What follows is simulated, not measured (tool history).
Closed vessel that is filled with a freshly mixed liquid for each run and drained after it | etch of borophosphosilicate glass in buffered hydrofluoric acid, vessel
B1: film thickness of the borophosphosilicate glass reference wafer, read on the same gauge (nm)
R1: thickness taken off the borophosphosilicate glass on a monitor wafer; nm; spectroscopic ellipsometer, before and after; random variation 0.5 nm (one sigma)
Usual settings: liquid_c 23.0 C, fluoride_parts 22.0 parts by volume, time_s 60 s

run 1 day=0.000 | liquid_c=23.0 fluoride_parts=22.0 time_s=85 | B1=90.00 | R1=101.20
run 2 day=2.983 | liquid_c=23.0 fluoride_parts=22.0 time_s=60 | B1=90.01 | R1=70.91
run 3 day=6.342 | liquid_c=23.0 fluoride_parts=22.0 time_s=60 | B1=90.01 | R1=71.01
run 4 day=8.746 | liquid_c=23.0 fluoride_parts=22.0 time_s=60 | B1=90.04 | R1=70.64
run 5 day=12.588 | liquid_c=23.0 fluoride_parts=19.0 time_s=40 | B1=89.97 | R1=52.43
-- day=14.883 hydrofluoric acid flow meter replaced
-- day=15.525 gauge calibrated
run 6 day=16.783 | liquid_c=23.0 fluoride_parts=19.0 time_s=40 | B1=90.05 | R1=58.47
run 7 day=19.529 | liquid_c=23.0 fluoride_parts=22.0 time_s=60 | B1=90.00 | R1=77.57
run 8 day=23.900 | liquid_c=23.0 fluoride_parts=22.0 time_s=45 | B1=90.00 | R1=57.47
run 9 day=25.979 | liquid_c=19.0 fluoride_parts=30.0 time_s=30 | B1=89.95 | R1=24.77
run 10 day=29.754 | liquid_c=25.0 fluoride_parts=28.5 time_s=30 | B1=90.01 | R1=35.67
-- day=31.133 thermometer replaced
run 11 day=31.904 | liquid_c=20.0 fluoride_parts=22.0 time_s=70 | B1=90.02 | R1=75.20
run 12 day=37.129 | liquid_c=23.0 fluoride_parts=30.0 time_s=60 | B1=90.02 | R1=59.81
-- day=40.254 gauge calibrated
run 13 day=41.133 | liquid_c=25.5 fluoride_parts=13.5 time_s=90 | B1=89.98 | R1=196.70
run 14 day=43.546 | liquid_c=23.0 fluoride_parts=22.0 time_s=60 | B1=90.02 | R1=74.38
run 15 day=46.550 | liquid_c=23.0 fluoride_parts=22.0 time_s=60 | B1=89.99 | R1=73.78

Forecast each of these 4 alternatives for the next run:
run A day=46.579 | liquid_c=23.0 fluoride_parts=28.0 time_s=60 | B1=? | R1=?
run B day=46.579 | liquid_c=26.5 fluoride_parts=14.0 time_s=85 | B1=? | R1=?
run C day=46.579 | liquid_c=25.5 fluoride_parts=26.5 time_s=80 | B1=? | R1=?
run D day=46.579 | liquid_c=21.0 fluoride_parts=13.5 time_s=35 | B1=? | R1=?

run=A B1=89.98 R1=62.25
run=B B1=89.98 R1=187.26
run=C B1=89.98 R1=99.26
run=D B1=89.98 R1=59.34
Without the tool's hidden state the same runs would have given:
run=A R1=66.38
run=B R1=203.82
run=C R1=105.32
run=D R1=64.59
